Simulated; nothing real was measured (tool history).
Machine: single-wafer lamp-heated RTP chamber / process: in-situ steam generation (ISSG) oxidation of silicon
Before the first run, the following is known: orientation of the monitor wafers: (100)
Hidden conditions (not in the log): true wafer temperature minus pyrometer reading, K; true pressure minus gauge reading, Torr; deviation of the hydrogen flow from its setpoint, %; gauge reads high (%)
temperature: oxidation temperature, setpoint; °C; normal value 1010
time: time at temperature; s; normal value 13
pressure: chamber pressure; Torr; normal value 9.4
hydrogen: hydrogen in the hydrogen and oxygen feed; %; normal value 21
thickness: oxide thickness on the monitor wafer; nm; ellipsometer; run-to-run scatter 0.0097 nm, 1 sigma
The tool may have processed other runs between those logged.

run,hour,temperature,time,pressure,hydrogen,wafers since the last listed run,wafers since the last pyrometer calibration,hours since the pressure gauge was zeroed,hours since the hydrogen flow controller was replaced,hours since the gauge calibration,"read-back reference wafer on the same gauge, thickness",thickness
1,0.0,1010,13,8.7,21,0,7313,3721.6,3925.3,137.1,3.411,4.316
2,13.5,1010,13,8.7,21,135,7449,3735.1,3938.8,150.6,3.408,4.307
3,21.0,1010,13,8.7,21,75,7525,3742.6,3946.3,158.1,3.411,4.307
4,33.5,1010,13,9.4,21,125,7651,3755.1,3958.8,170.6,3.410,4.274
5,40.8,1010,13,9.4,21,73,7724,3762.4,3966.1,177.9,3.408,4.286
6,50.5,1010,13,9.4,21,97,7822,3772.1,3975.8,187.6,3.411,4.295
7,56.6,1010,13,8.3,21,61,7883,3778.2,3981.9,193.7,3.413,4.342
8,64.6,1010,13,8.3,21,80,7964,3786.2,3989.9,201.7,3.410,4.357
9,71.2,1010,13,8.3,21,66,8030,3792.8,3996.5,208.3,3.410,4.334
10,83.4,1010,13,9.4,21,122,8153,3805.0,4008.7,220.5,3.408,4.292
# hour 93.2: pyrometer window cleaned and pyrometer calibrated
11,95.7,1010,13,9.4,21,43,24,3817.3,4021.0,232.8,3.413,4.149
12,106.5,1010,13,9.4,21,108,133,3828.1,4031.8,243.6,3.409,4.153
13,116.7,1026,8,10.2,25,102,236,3838.3,4042.0,253.8,3.409,3.644
14,132.0,1010,11,9.4,16,154,390,3853.6,4057.3,269.1,3.409,3.619
# hour 145.9: hydrogen flow controller replaced
15,147.5,1023,15,10.2,14,75,465,3869.1,1.6,284.6,3.411,4.229
# hour 171.9: pressure gauge zeroed
16,172.4,1010,13,9.4,21,170,635,0.5,26.5,309.5,3.410,4.148
17,179.6,1010,13,9.4,21,72,708,7.7,33.7,316.7,3.409,4.155
# hour 180.0: gauge calibrated
18,196.5,1010,9,10.2,21,170,878,24.6,50.6,16.5,3.410,3.479
19,212.7,1010,13,9.4,21,163,1041,40.8,66.8,32.7,3.409,4.156
20,220.1,1010,13,9.4,27,74,1116,48.2,74.2,40.1,3.409,4.421
21,229.6,1010,13,9.4,21,95,1211,57.7,83.7,49.6,3.410,4.161
22,242.6,1010,13,9.4,21,130,1342,70.7,96.7,62.6,3.411,4.158
23,254.4,997,13,9.4,16,118,1461,82.5,108.5,74.4,3.409,3.718
24,260.7,1010,13,10.2,18,63,1524,88.8,114.8,80.7,3.409,3.961

Hidden state at the last listed run before each entry between runs and at the first one after, where it differs:
Between runs 10 and 11: pyrometer window cleaned and pyrometer calibrated (hour 93.2)
  true wafer temperature minus pyrometer reading, K: 9.19 -> 0.538
  what was measured, less what the result would be without the hidden state, thickness: +0.152 -> +0.008 nm
Between runs 14 and 15: hydrogen flow controller replaced (hour 145.9)
  true wafer temperature minus pyrometer reading, K: 0.557 -> 0.575
  what was measured, less what the result would be without the hidden state, thickness: +0.007 -> +0.010 nm
Between runs 15 and 16: pressure gauge zeroed (hour 171.9)
  true wafer temperature minus pyrometer reading, K: 0.575 -> 0.616
  what was measured, less what the result would be without the hidden state, thickness: +0.010 -> +0.010 nm
Between runs 17 and 18: gauge calibrated (hour 180.0)
  true wafer temperature minus pyrometer reading, K: 0.631 -> 0.671
  what was measured, less what the result would be without the hidden state, thickness: +0.010 -> +0.007 nm
